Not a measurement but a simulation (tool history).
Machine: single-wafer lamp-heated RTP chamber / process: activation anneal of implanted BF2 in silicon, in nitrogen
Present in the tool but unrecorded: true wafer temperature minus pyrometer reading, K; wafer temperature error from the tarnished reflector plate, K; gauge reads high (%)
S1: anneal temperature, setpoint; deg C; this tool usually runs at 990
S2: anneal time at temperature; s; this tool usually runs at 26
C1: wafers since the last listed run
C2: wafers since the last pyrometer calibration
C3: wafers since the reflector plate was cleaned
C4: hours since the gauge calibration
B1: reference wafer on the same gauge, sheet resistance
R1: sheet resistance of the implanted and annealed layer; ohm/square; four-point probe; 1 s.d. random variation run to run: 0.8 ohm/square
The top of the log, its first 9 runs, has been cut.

run,day,S1,S2,C1,C2,C3,C4,B1,R1
10,7.833,1007,26,99,2049,10713,400.7,255.1,303.78
11,9.258,1007,26,233,2282,10947,434.9,254.97,305.17
12,10.238,974,26,160,2442,11107,458.4,255.17,321.96
13,11.338,974,26,179,2622,11287,484.8,254.78,320.63
14,12.25,974,26,149,2771,11436,506.7,254.99,320.47
15,13.258,990,26,164,2936,11601,530.9,254.98,311.94
# day 14.083: pyrometer window cleaned and pyrometer calibrated
16,14.104,990,26,83,3,11684,551.2,254.9,317.38
17,15.483,978,26,225,228,11910,584.3,254.86,326.92
18,16.5,978,26,166,394,12076,608.7,254.98,326.88
19,18.083,1001,12,258,653,12335,646.7,254.99,319.66
20,19.312,1008,39,201,854,12536,676.2,255.28,302.44
# day 19.9: reflector plate cleaned
21,23.792,1003,16,677,1532,636,783.7,255.09,312.65
22,25.192,968,34,228,1761,865,817.3,254.86,325.67
# day 28.35: gauge calibrated
23,29.604,1013,22,721,2483,1586,30.1,255.14,303.75
24,30.425,1001,11,134,2617,1721,49.8,255.2,316.64
25,31.738,990,37,214,2832,1935,81.3,254.95,308.4
26,32.475,990,26,120,2952,2056,99,255.06,311.56
# day 32.904: pyrometer window cleaned and pyrometer calibrated
27,32.992,976,26,29,14,2086,111.4,255.07,329.69
28,33.688,990,18,113,128,2200,128.1,255.29,320.68
29,34.65,990,26,157,285,2357,151.2,255.06,315.33
30,35.892,967,39,203,488,2560,181,255.05,330.39
31,36.608,990,36,117,605,2677,198.2,254.69,312.22
32,37.992,990,26,226,831,2903,231.4,255.14,315.34
33,39.342,1001,18,220,1052,3124,263.8,255.06,313.46

Run 34 has not been measured yet. What should we expect?
34,40.788,1000,17,236,1289,3361,298.5,?,?

B1: 254.9
R1: 313.36 ohm/square
The same run, on a tool lacking any hidden state, would have yielded R1 315.81 ohm/square.
